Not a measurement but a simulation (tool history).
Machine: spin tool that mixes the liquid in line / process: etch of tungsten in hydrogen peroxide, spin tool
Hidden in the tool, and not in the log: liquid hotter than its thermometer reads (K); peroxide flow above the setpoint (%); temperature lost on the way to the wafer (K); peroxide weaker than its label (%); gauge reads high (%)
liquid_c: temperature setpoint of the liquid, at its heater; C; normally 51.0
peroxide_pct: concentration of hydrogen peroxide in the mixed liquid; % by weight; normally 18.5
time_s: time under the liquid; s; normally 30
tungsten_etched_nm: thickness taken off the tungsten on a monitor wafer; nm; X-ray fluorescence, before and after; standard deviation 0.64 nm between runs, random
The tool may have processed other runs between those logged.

| run | hour | liquid_c | peroxide_pct | time_s | wafers since the last listed run | hours since the thermometer was replaced | hours since the peroxide flow meter was replaced | hours since the heated supply line was repaired | hours since the drum of peroxide was connected | hours since the gauge calibration | read-back film thickness of the tungsten reference wafer, read on the same gauge (nm) | tungsten_etched_nm |
|---|---|---|---|---|---|---|---|---|---|---|---|---|
| 1 | 0.0 | 48.5 | 18.5 | 30 | 0 | 2584.7 | 1547.4 | 1210.5 | 1088.6 | 1244.4 | 129.93 | 69.19 |
| 2 | 34.7 | 48.5 | 18.5 | 30 | 301 | 2619.4 | 1582.1 | 1245.2 | 1123.3 | 1279.1 | 130.00 | 67.58 |
| 3 | 78.8 | 48.5 | 18.5 | 30 | 383 | 2663.5 | 1626.2 | 1289.3 | 1167.4 | 1323.2 | 130.00 | 68.20 |
|  | 91.2 | thermometer replaced |
| 4 | 147.9 | 51.0 | 18.5 | 30 | 591 | 56.7 | 1695.3 | 1358.4 | 1236.5 | 1392.3 | 130.03 | 71.12 |
| 5 | 182.0 | 51.0 | 18.5 | 30 | 296 | 90.8 | 1729.4 | 1392.5 | 1270.6 | 1426.4 | 130.00 | 72.26 |
|  | 204.1 | new drum of peroxide connected |
| 6 | 223.5 | 51.0 | 18.5 | 30 | 352 | 132.3 | 1770.9 | 1434.0 | 19.4 | 1467.9 | 130.04 | 72.96 |
| 7 | 259.6 | 51.0 | 16.0 | 25 | 313 | 168.4 | 1807.0 | 1470.1 | 55.5 | 1504.0 | 129.96 | 54.61 |
| 8 | 296.4 | 48.5 | 16.5 | 15 | 319 | 205.2 | 1843.8 | 1506.9 | 92.3 | 1540.8 | 130.04 | 28.98 |
| 9 | 366.7 | 58.5 | 20.0 | 30 | 611 | 275.5 | 1914.1 | 1577.2 | 162.6 | 1611.1 | 130.01 | 117.16 |
| 10 | 406.4 | 51.0 | 13.0 | 30 | 345 | 315.2 | 1953.8 | 1616.9 | 202.3 | 1650.8 | 130.02 | 60.67 |
| 11 | 445.9 | 59.5 | 23.5 | 50 | 343 | 354.7 | 1993.3 | 1656.4 | 241.8 | 1690.3 | 130.01 | 221.80 |
|  | 495.2 | gauge calibrated |
| 12 | 514.6 | 41.5 | 13.5 | 15 | 597 | 423.4 | 2062.0 | 1725.1 | 310.5 | 19.4 | 129.97 | 17.04 |
|  | 539.9 | heated supply line repaired |
| 13 | 543.3 | 51.0 | 18.5 | 20 | 240 | 452.1 | 2090.7 | 3.4 | 339.2 | 48.1 | 129.98 | 48.04 |
|  | 551.2 | peroxide flow meter replaced |
| 14 | 613.0 | 51.0 | 18.5 | 35 | 597 | 521.8 | 61.8 | 73.1 | 408.9 | 117.8 | 130.01 | 84.62 |
| 15 | 642.3 | 51.0 | 18.5 | 30 | 254 | 551.1 | 91.1 | 102.4 | 438.2 | 147.1 | 129.97 | 74.19 |
| 16 | 698.9 | 41.5 | 18.5 | 25 | 492 | 607.7 | 147.7 | 159.0 | 494.8 | 203.7 | 129.99 | 33.32 |
| 17 | 749.6 | 55.5 | 14.0 | 15 | 440 | 658.4 | 198.4 | 209.7 | 545.5 | 254.4 | 130.02 | 41.78 |
| 18 | 799.4 | 45.0 | 17.0 | 25 | 432 | 708.2 | 248.2 | 259.5 | 595.3 | 304.2 | 130.01 | 40.88 |
| 19 | 884.1 | 60.5 | 18.5 | 15 | 736 | 792.9 | 332.9 | 344.2 | 680.0 | 388.9 | 129.98 | 64.68 |
| 20 | 918.7 | 51.0 | 21.5 | 30 | 300 | 827.5 | 367.5 | 378.8 | 714.6 | 423.5 | 130.02 | 79.66 |
| 21 | 970.7 | 44.5 | 18.5 | 30 | 452 | 879.5 | 419.5 | 430.8 | 766.6 | 475.5 | 129.97 | 49.61 |
| 22 | 1039.3 | 51.0 | 21.5 | 30 | 596 | 948.1 | 488.1 | 499.4 | 835.2 | 544.1 | 129.96 | 79.21 |
| 23 | 1068.5 | 51.0 | 16.5 | 45 | 253 | 977.3 | 517.3 | 528.6 | 864.4 | 573.3 | 130.02 | 105.98 |
| 24 | 1136.4 | 51.0 | 18.5 | 30 | 590 | 1045.2 | 585.2 | 596.5 | 932.3 | 641.2 | 130.01 | 74.13 |
| 25 | 1167.3 | 51.0 | 14.5 | 40 | 268 | 1076.1 | 616.1 | 627.4 | 963.2 | 672.1 | 129.98 | 88.56 |
| 26 | 1193.1 | 53.5 | 14.0 | 30 | 224 | 1101.9 | 641.9 | 653.2 | 989.0 | 697.9 | 130.01 | 74.98 |

Forecast each of these 4 alternatives for the next run:
| A | 1193.5 | 51.0 | 18.5 | 30 | 3 | 1102.3 | 642.3 | 653.6 | 989.4 | 698.3 | ? | ? |
| B | 1193.5 | 51.0 | 18.5 | 45 | 3 | 1102.3 | 642.3 | 653.6 | 989.4 | 698.3 | ? | ? |
| C | 1193.5 | 56.5 | 18.5 | 30 | 3 | 1102.3 | 642.3 | 653.6 | 989.4 | 698.3 | ? | ? |
| D | 1193.5 | 51.0 | 16.0 | 30 | 3 | 1102.3 | 642.3 | 653.6 | 989.4 | 698.3 | ? | ? |

| run | read-back film thickness of the tungsten reference wafer, read on the same gauge (nm) | tungsten_etched_nm |
|---|---|---|
| A | 130.00 | 75.55 |
| B | 130.00 | 113.33 |
| C | 130.00 | 104.70 |
| D | 130.00 | 70.26 |
With no hidden state in the tool, these same runs would have given:
| run | tungsten_etched_nm |
|---|---|
| A | 70.51 |
| B | 105.77 |
| C | 97.94 |
| D | 65.58 |

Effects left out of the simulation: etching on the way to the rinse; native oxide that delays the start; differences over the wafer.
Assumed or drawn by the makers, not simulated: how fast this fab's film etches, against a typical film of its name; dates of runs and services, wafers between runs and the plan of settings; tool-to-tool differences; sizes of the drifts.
